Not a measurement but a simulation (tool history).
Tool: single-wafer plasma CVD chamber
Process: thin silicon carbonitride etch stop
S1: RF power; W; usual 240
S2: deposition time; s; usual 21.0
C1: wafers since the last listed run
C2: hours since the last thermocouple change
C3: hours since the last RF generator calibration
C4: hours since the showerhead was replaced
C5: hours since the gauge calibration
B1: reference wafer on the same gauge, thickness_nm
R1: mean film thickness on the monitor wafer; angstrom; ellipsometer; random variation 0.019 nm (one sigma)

{"run": 1, "hour": 0.0, "S1": 205, "S2": 21.0, "C1": 0, "C2": 1802.8, "C3": 707.9, "C4": 6042.1, "C5": 1265.1, "B1": 13.5, "R1": 116.82}
{"run": 2, "hour": 131.9, "S1": 205, "S2": 21.0, "C1": 3394, "C2": 1934.7, "C3": 839.8, "C4": 6174.0, "C5": 1397.0, "B1": 13.488, "R1": 117.01}
{"run": 3, "hour": 182.4, "S1": 205, "S2": 21.0, "C1": 1299, "C2": 1985.2, "C3": 890.3, "C4": 6224.5, "C5": 1447.5, "B1": 13.498, "R1": 116.74}
{"run": 4, "hour": 209.3, "S1": 240, "S2": 21.0, "C1": 692, "C2": 2012.1, "C3": 917.2, "C4": 6251.4, "C5": 1474.4, "B1": 13.503, "R1": 124.96}
{"run": 5, "hour": 278.2, "S1": 240, "S2": 21.0, "C1": 1772, "C2": 2081.0, "C3": 986.1, "C4": 6320.3, "C5": 1543.3, "B1": 13.501, "R1": 124.52}
{"run": 6, "hour": 313.5, "S1": 240, "S2": 21.0, "C1": 908, "C2": 2116.3, "C3": 1021.4, "C4": 6355.6, "C5": 1578.6, "B1": 13.501, "R1": 124.77}
{"run": 7, "hour": 344.8, "S1": 225, "S2": 21.0, "C1": 805, "C2": 2147.6, "C3": 1052.7, "C4": 6386.9, "C5": 1609.9, "B1": 13.502, "R1": 121.6}
{"hour": 386.6, "done": "RF generator calibrated"}
{"run": 8, "hour": 408.7, "S1": 225, "S2": 21.0, "C1": 1438, "C2": 2211.5, "C3": 22.1, "C4": 6450.8, "C5": 1673.8, "B1": 13.494, "R1": 123.27}
{"run": 9, "hour": 444.9, "S1": 225, "S2": 21.0, "C1": 931, "C2": 2247.7, "C3": 58.3, "C4": 6487.0, "C5": 1710.0, "B1": 13.5, "R1": 123.39}
{"run": 10, "hour": 475.6, "S1": 240, "S2": 21.0, "C1": 789, "C2": 2278.4, "C3": 89.0, "C4": 6517.7, "C5": 1740.7, "B1": 13.509, "R1": 126.56}
{"run": 11, "hour": 517.3, "S1": 240, "S2": 21.0, "C1": 1073, "C2": 2320.1, "C3": 130.7, "C4": 6559.4, "C5": 1782.4, "B1": 13.504, "R1": 126.88}
{"run": 12, "hour": 551.9, "S1": 240, "S2": 21.0, "C1": 890, "C2": 2354.7, "C3": 165.3, "C4": 6594.0, "C5": 1817.0, "B1": 13.496, "R1": 126.37}
{"hour": 595.0, "done": "showerhead replaced"}
{"run": 13, "hour": 623.0, "S1": 240, "S2": 18.7, "C1": 1623, "C2": 2425.8, "C3": 236.4, "C4": 28.0, "C5": 1888.1, "B1": 13.502, "R1": 112.45}
{"run": 14, "hour": 677.7, "S1": 240, "S2": 21.0, "C1": 1407, "C2": 2480.5, "C3": 291.1, "C4": 82.7, "C5": 1942.8, "B1": 13.502, "R1": 126.19}
{"run": 15, "hour": 734.7, "S1": 270, "S2": 24.5, "C1": 1466, "C2": 2537.5, "C3": 348.1, "C4": 139.7, "C5": 1999.8, "B1": 13.488, "R1": 154.2}
{"run": 16, "hour": 801.2, "S1": 240, "S2": 22.3, "C1": 1711, "C2": 2604.0, "C3": 414.6, "C4": 206.2, "C5": 2066.3, "B1": 13.5, "R1": 133.66}
{"run": 17, "hour": 859.7, "S1": 195, "S2": 21.0, "C1": 1505, "C2": 2662.5, "C3": 473.1, "C4": 264.7, "C5": 2124.8, "B1": 13.508, "R1": 114.75}
{"run": 18, "hour": 906.2, "S1": 255, "S2": 21.0, "C1": 1196, "C2": 2709.0, "C3": 519.6, "C4": 311.2, "C5": 2171.3, "B1": 13.487, "R1": 128.72}
{"run": 19, "hour": 972.1, "S1": 240, "S2": 23.6, "C1": 1695, "C2": 2774.9, "C3": 585.5, "C4": 377.1, "C5": 2237.2, "B1": 13.499, "R1": 141.34}
{"run": 20, "hour": 1001.9, "S1": 240, "S2": 19.0, "C1": 766, "C2": 2804.7, "C3": 615.3, "C4": 406.9, "C5": 2267.0, "B1": 13.507, "R1": 113.68}
{"run": 21, "hour": 1065.2, "S1": 240, "S2": 21.0, "C1": 1628, "C2": 2868.0, "C3": 678.6, "C4": 470.2, "C5": 2330.3, "B1": 13.496, "R1": 125.33}
{"run": 22, "hour": 1108.8, "S1": 270, "S2": 21.0, "C1": 1121, "C2": 2911.6, "C3": 722.2, "C4": 513.8, "C5": 2373.9, "B1": 13.501, "R1": 131.48}
{"hour": 1168.3, "done": "thermocouple changed; heater temperature recalibrated"}
{"run": 23, "hour": 1289.9, "S1": 240, "S2": 21.0, "C1": 4454, "C2": 121.6, "C3": 903.3, "C4": 694.9, "C5": 2555.0, "B1": 13.498, "R1": 125.07}
{"hour": 1313.3, "done": "RF generator calibrated"}
{"hour": 1320.0, "done": "gauge calibrated"}
{"run": 24, "hour": 1359.3, "S1": 200, "S2": 21.0, "C1": 1579, "C2": 191.0, "C3": 46.0, "C4": 764.3, "C5": 39.3, "B1": 13.497, "R1": 117.25}
{"run": 25, "hour": 1400.2, "S1": 205, "S2": 18.8, "C1": 1052, "C2": 231.9, "C3": 86.9, "C4": 805.2, "C5": 80.2, "B1": 13.502, "R1": 106.03}
{"run": 26, "hour": 1462.5, "S1": 240, "S2": 21.0, "C1": 1603, "C2": 294.2, "C3": 149.2, "C4": 867.5, "C5": 142.5, "B1": 13.496, "R1": 126.93}
{"run": 27, "hour": 1509.5, "S1": 240, "S2": 21.0, "C1": 1209, "C2": 341.2, "C3": 196.2, "C4": 914.5, "C5": 189.5, "B1": 13.502, "R1": 126.74}
{"run": 28, "hour": 1548.0, "S1": 240, "S2": 22.2, "C1": 990, "C2": 379.7, "C3": 234.7, "C4": 953.0, "C5": 228.0, "B1": 13.494, "R1": 133.77}
{"run": 29, "hour": 1583.1, "S1": 240, "S2": 19.1, "C1": 903, "C2": 414.8, "C3": 269.8, "C4": 988.1, "C5": 263.1, "B1": 13.506, "R1": 115.13}
{"run": 30, "hour": 1620.6, "S1": 240, "S2": 21.0, "C1": 964, "C2": 452.3, "C3": 307.3, "C4": 1025.6, "C5": 300.6, "B1": 13.498, "R1": 126.46}
{"run": 31, "hour": 1663.4, "S1": 250, "S2": 18.8, "C1": 1101, "C2": 495.1, "C3": 350.1, "C4": 1068.4, "C5": 343.4, "B1": 13.497, "R1": 114.98}
{"run": 32, "hour": 1720.5, "S1": 240, "S2": 18.7, "C1": 1469, "C2": 552.2, "C3": 407.2, "C4": 1125.5, "C5": 400.5, "B1": 13.511, "R1": 112.61}
{"run": 33, "hour": 1766.7, "S1": 270, "S2": 16.9, "C1": 1188, "C2": 598.4, "C3": 453.4, "C4": 1171.7, "C5": 446.7, "B1": 13.494, "R1": 106.73}
{"run": 34, "hour": 1820.0, "S1": 210, "S2": 21.0, "C1": 1371, "C2": 651.7, "C3": 506.7, "C4": 1225.0, "C5": 500.0, "B1": 13.508, "R1": 118.86}

Forecast each of these 5 alternatives for the next run:
{"run": "A", "hour": 1820.4, "S1": 240, "S2": 21.0, "C1": 10, "C2": 652.1, "C3": 507.1, "C4": 1225.4, "C5": 500.4, "B1": "?", "R1": "?"}
{"run": "B", "hour": 1820.4, "S1": 240, "S2": 22.1, "C1": 10, "C2": 652.1, "C3": 507.1, "C4": 1225.4, "C5": 500.4, "B1": "?", "R1": "?"}
{"run": "C", "hour": 1820.4, "S1": 225, "S2": 24.4, "C1": 10, "C2": 652.1, "C3": 507.1, "C4": 1225.4, "C5": 500.4, "B1": "?", "R1": "?"}
{"run": "D", "hour": 1820.4, "S1": 225, "S2": 24.6, "C1": 10, "C2": 652.1, "C3": 507.1, "C4": 1225.4, "C5": 500.4, "B1": "?", "R1": "?"}
{"run": "E", "hour": 1820.4, "S1": 280, "S2": 23.6, "C1": 10, "C2": 652.1, "C3": 507.1, "C4": 1225.4, "C5": 500.4, "B1": "?", "R1": "?"}

run=A B1=13.492 R1=125.90
run=B B1=13.492 R1=132.50
run=C B1=13.492 R1=142.32
run=D B1=13.492 R1=143.48
run=E B1=13.492 R1=150.69
Without the tool's hidden state the same runs would have given:
run=A R1=126.99
run=B R1=133.64
run=C R1=143.55
run=D R1=144.72
run=E R1=151.99
